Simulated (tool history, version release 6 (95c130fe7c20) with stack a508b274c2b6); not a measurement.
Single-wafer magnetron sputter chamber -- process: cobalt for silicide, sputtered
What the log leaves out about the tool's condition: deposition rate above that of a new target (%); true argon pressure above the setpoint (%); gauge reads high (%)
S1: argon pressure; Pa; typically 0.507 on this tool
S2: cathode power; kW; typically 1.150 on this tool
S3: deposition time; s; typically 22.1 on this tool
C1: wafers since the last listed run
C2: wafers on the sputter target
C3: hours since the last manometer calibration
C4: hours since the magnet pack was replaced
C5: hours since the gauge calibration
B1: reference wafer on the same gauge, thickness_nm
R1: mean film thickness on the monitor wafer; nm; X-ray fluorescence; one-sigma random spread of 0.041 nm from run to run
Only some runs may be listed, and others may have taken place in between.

Run 1, hour 0.0: usual settings; C1 0; C2 944; C3 1502.5; C4 3348.5; C5 55.7; B1 11.596. Result: R1 11.155 nm.
Run 2, hour 12.9: usual settings but S2 1.350 kW; C1 567; C2 1511; C3 1515.4; C4 3361.4; C5 68.6; B1 11.608. Result: R1 12.942 nm.
Run 3, hour 45.3: usual settings but S2 1.350 kW; C1 1425; C2 2936; C3 1547.8; C4 3393.8; C5 101.0; B1 11.595. Result: R1 12.938 nm.
Run 4, hour 71.1: usual settings; C1 1134; C2 4071; C3 1573.6; C4 3419.6; C5 126.8; B1 11.605. Result: R1 10.911 nm.
Run 5, hour 95.9: usual settings but S1 0.373 Pa, S2 1.050 kW; C1 1090; C2 5162; C3 1598.4; C4 3444.4; C5 151.6; B1 11.608. Result: R1 10.167 nm.
At hour 129.9: sputter target and shields replaced.
Run 6, hour 130.4: usual settings; C1 1165; C2 21; C3 1632.9; C4 3478.9; C5 186.1; B1 11.602. Result: R1 10.242 nm.
Run 7, hour 146.4: usual settings; C1 703; C2 725; C3 1648.9; C4 3494.9; C5 202.1; B1 11.599. Result: R1 10.239 nm.
Run 8, hour 168.2: usual settings but S2 1.050 kW; C1 958; C2 1684; C3 1670.7; C4 3516.7; C5 223.9; B1 11.595. Result: R1 9.269 nm.
Run 9, hour 193.6: usual settings but S2 1.050 kW; C1 1117; C2 2801; C3 1696.1; C4 3542.1; C5 249.3; B1 11.583. Result: R1 9.128 nm.
Run 10, hour 220.4: usual settings but S2 1.050 kW; C1 1178; C2 3980; C3 1722.9; C4 3568.9; C5 276.1; B1 11.614. Result: R1 9.042 nm.
Run 11, hour 244.8: usual settings but S1 0.408 Pa, S3 19.2 s; C1 1073; C2 5053; C3 1747.3; C4 3593.3; C5 300.5; B1 11.628. Result: R1 8.702 nm.
At hour 264.9: capacitance manometer re-zeroed and calibrated.
Run 12, hour 265.4: usual settings but S1 0.408 Pa, S3 19.2 s; C1 554; C2 5607; C3 0.5; C4 3613.9; C5 321.1; B1 11.618. Result: R1 8.669 nm.
At hour 281.5: sputter target and shields replaced, repeated, since the last time left the tool worse.
Run 13, hour 283.2: usual settings but S3 24.8 s; C1 431; C2 75; C3 18.3; C4 3631.7; C5 338.9; B1 11.614. Result: R1 12.652 nm.
Run 14, hour 320.7: usual settings but S2 1.250 kW; C1 1649; C2 1724; C3 55.8; C4 3669.2; C5 376.4; B1 11.602. Result: R1 12.074 nm.
At hour 335.5: gauge calibrated.
Run 15, hour 338.5: usual settings; C1 782; C2 2507; C3 73.6; C4 3687.0; C5 3.0; B1 11.608. Result: R1 10.964 nm.
Run 16, hour 357.0: usual settings but S1 0.321 Pa, S3 24.0 s; C1 813; C2 3321; C3 92.1; C4 3705.5; C5 21.5; B1 11.610. Result: R1 12.266 nm.
At hour 400.2: sputter target and shields replaced.
At hour 425.5: magnet pack replaced.
Run 17, hour 438.2: usual settings but S1 0.676 Pa, S2 1.400 kW, S3 26.4 s; C1 2867; C2 1319; C3 173.3; C4 12.7; C5 102.7; B1 11.596. Result: R1 15.693 nm.
Run 18, hour 464.1: usual settings but S3 18.2 s; C1 1139; C2 2458; C3 199.2; C4 38.6; C5 128.6; B1 11.590. Result: R1 9.075 nm.
Run 19, hour 477.7: usual settings but S3 20.2 s; C1 598; C2 3056; C3 212.8; C4 52.2; C5 142.2; B1 11.597. Result: R1 10.006 nm.
Run 20, hour 504.4: usual settings; C1 1174; C2 4231; C3 239.5; C4 78.9; C5 168.9; B1 11.623. Result: R1 10.922 nm.
Run 21, hour 519.1: usual settings but S2 1.400 kW, S3 25.2 s; C1 646; C2 4877; C3 254.2; C4 93.6; C5 183.6; B1 11.592. Result: R1 14.964 nm.
At hour 535.4: sputter target and shields replaced.
Run 22, hour 539.7: usual settings but S1 0.326 Pa, S2 1.400 kW, S3 24.4 s; C1 554; C2 188; C3 274.8; C4 114.2; C5 204.2; B1 11.620. Result: R1 15.635 nm.
Run 23, hour 574.7: usual settings but S1 0.668 Pa, S2 1.050 kW, S3 19.6 s; C1 1539; C2 1727; C3 309.8; C4 149.2; C5 239.2; B1 11.596. Result: R1 8.672 nm.
Run 24, hour 605.4: usual settings but S1 0.648 Pa, S2 1.350 kW, S3 24.9 s; C1 1350; C2 3078; C3 340.5; C4 179.9; C5 269.9; B1 11.599. Result: R1 14.065 nm.
Run 25, hour 619.3: usual settings but S2 0.900 kW; C1 611; C2 3689; C3 354.4; C4 193.8; C5 283.8; B1 11.589. Result: R1 8.553 nm.
Run 26, hour 635.5: usual settings but S2 0.900 kW, S3 23.9 s; C1 712; C2 4402; C3 370.6; C4 210.0; C5 300.0; B1 11.613. Result: R1 9.166 nm.
Run 27, hour 662.1: usual settings but S1 0.405 Pa, S2 0.900 kW, S3 25.9 s; C1 1170; C2 5572; C3 397.2; C4 236.6; C5 326.6; B1 11.594. Result: R1 10.096 nm.
At hour 687.7: sputter target and shields replaced.
Run 28, hour 688.2: usual settings; C1 796; C2 22; C3 423.3; C4 262.7; C5 352.7; B1 11.595. Result: R1 11.296 nm.

Table of differences, measured result less the result of that run with no hidden state. Run-to-run variation is the same in both. Gauge scatter possibly is not:
run      R1
  1  -0.095
  2  -0.164
  3  -0.300
  4  -0.347
  5  -0.407
  6  -0.979
  7  -1.041
  8  -1.021
  9  -1.095
 10  -1.181
 11  -1.222
 12  -1.291
 13  -0.046
 14  -0.189
 15  -0.235
 16  -0.338
 17  -0.200
 18  -0.192
 19  -0.256
 20  -0.377
 21  -0.590
 22  -0.047
 23  -0.123
 24  -0.339
 25  -0.246
 26  -0.313
 27  -0.435
 28  -0.003

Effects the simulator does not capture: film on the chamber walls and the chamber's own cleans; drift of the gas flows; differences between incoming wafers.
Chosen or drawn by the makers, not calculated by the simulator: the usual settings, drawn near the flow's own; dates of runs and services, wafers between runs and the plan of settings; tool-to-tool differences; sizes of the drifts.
